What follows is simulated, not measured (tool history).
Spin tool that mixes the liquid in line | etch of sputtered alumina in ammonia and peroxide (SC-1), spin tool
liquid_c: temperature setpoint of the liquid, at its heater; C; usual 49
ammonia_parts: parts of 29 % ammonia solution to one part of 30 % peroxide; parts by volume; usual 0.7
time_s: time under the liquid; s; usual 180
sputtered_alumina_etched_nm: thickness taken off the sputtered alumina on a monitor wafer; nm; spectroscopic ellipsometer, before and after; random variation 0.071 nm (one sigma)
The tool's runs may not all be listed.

run	hour	liquid_c	ammonia_parts	time_s	wafers since the last listed run	hours since the thermometer was replaced	hours since the ammonia flow meter was replaced	hours since the heated supply line was repaired	hours since the drum of ammonia solution was connected	hours since the gauge calibration	read-back film thickness of the sputtered alumina reference wafer, read on the same gauge (nm)	sputtered_alumina_etched_nm
1	0	49	0.7	180	0	0.5	84.6	4128.6	572.5	875.2	149.97	8.77
# hour 20.2: new drum of ammonia solution connected
2	21.2	54	1	130	195	21.7	105.8	4149.8	1	896.4	150.01	8.63
3	52.7	44	0.85	180	304	53.2	137.3	4181.3	32.5	927.9	149.99	6.76
4	66.1	41.5	0.9	250	129	66.6	150.7	4194.7	45.9	941.3	149.99	8.15
5	95.9	49	0.7	150	287	96.4	180.5	4224.5	75.7	971.1	150.01	7.3
6	111	58	1	235	145	111.5	195.6	4239.6	90.8	986.2	150.02	19.15
# hour 119: heated supply line repaired
# hour 131.7: gauge calibrated
7	142.3	58	0.95	75	292	142.8	226.9	23.3	122.1	10.6	149.99	6.19
8	177.5	41.5	0.55	180	339	178	262.1	58.5	157.3	45.8	149.97	5.7
9	193.2	41.5	0.9	180	151	193.7	277.8	74.2	173	61.5	149.99	5.93
10	208.1	49	0.7	250	143	208.6	292.7	89.1	187.9	76.4	150	12.25
11	235.6	49	0.7	135	265	236.1	320.2	116.6	215.4	103.9	150.01	6.68
12	264.7	49	0.7	180	280	265.2	349.3	145.7	244.5	133	150.01	8.84
13	297.8	46	0.5	180	319	298.3	382.4	178.8	277.6	166.1	149.99	7.37
14	349.8	49	0.7	110	502	350.3	434.4	230.8	329.6	218.1	149.97	5.45
15	381.5	58	0.9	180	306	382	466.1	262.5	361.3	249.8	150.01	15.03
16	394.9	52	0.85	250	129	395.4	479.5	275.9	374.7	263.2	150	14.95
17	424.9	55	1	90	289	425.4	509.5	305.9	404.7	293.2	150.01	6.46
18	458.4	49	0.85	180	323	458.9	543	339.4	438.2	326.7	149.97	9.23
19	483	49	0.7	180	237	483.5	567.6	364	462.8	351.3	149.99	9.04
20	515.2	54.5	0.95	180	310	515.7	599.8	396.2	495	383.5	150.02	12.39
21	535.3	49	0.7	180	194	535.8	619.9	416.3	515.1	403.6	149.98	8.89
22	562.2	49	0.7	240	259	562.7	646.8	443.2	542	430.5	150	12.09
23	581.6	49	0.7	180	187	582.1	666.2	462.6	561.4	449.9	149.97	9.03
24	602.7	53.5	0.7	135	203	603.2	687.3	483.7	582.5	471	149.99	8.64
25	633	49	0.7	180	292	633.5	717.6	514	612.8	501.3	150	9.06

Forecast each of these 4 alternatives for the next run:
A	633.5	49	0.7	180	4	634	718.1	514.5	613.3	501.8	?	?
B	633.5	46.5	1	100	4	634	718.1	514.5	613.3	501.8	?	?
C	633.5	55	0.55	100	4	634	718.1	514.5	613.3	501.8	?	?
D	633.5	52.5	0.4	70	4	634	718.1	514.5	613.3	501.8	?	?

run	read-back film thickness of the sputtered alumina reference wafer, read on the same gauge (nm)	sputtered_alumina_etched_nm
A	150.01	8.99
B	150.01	4.5
C	150.01	6.75
D	150.01	4.01
Without the tool's hidden state the same runs would have given:
run	sputtered_alumina_etched_nm
A	8.66
B	4.33
C	6.51
D	3.87
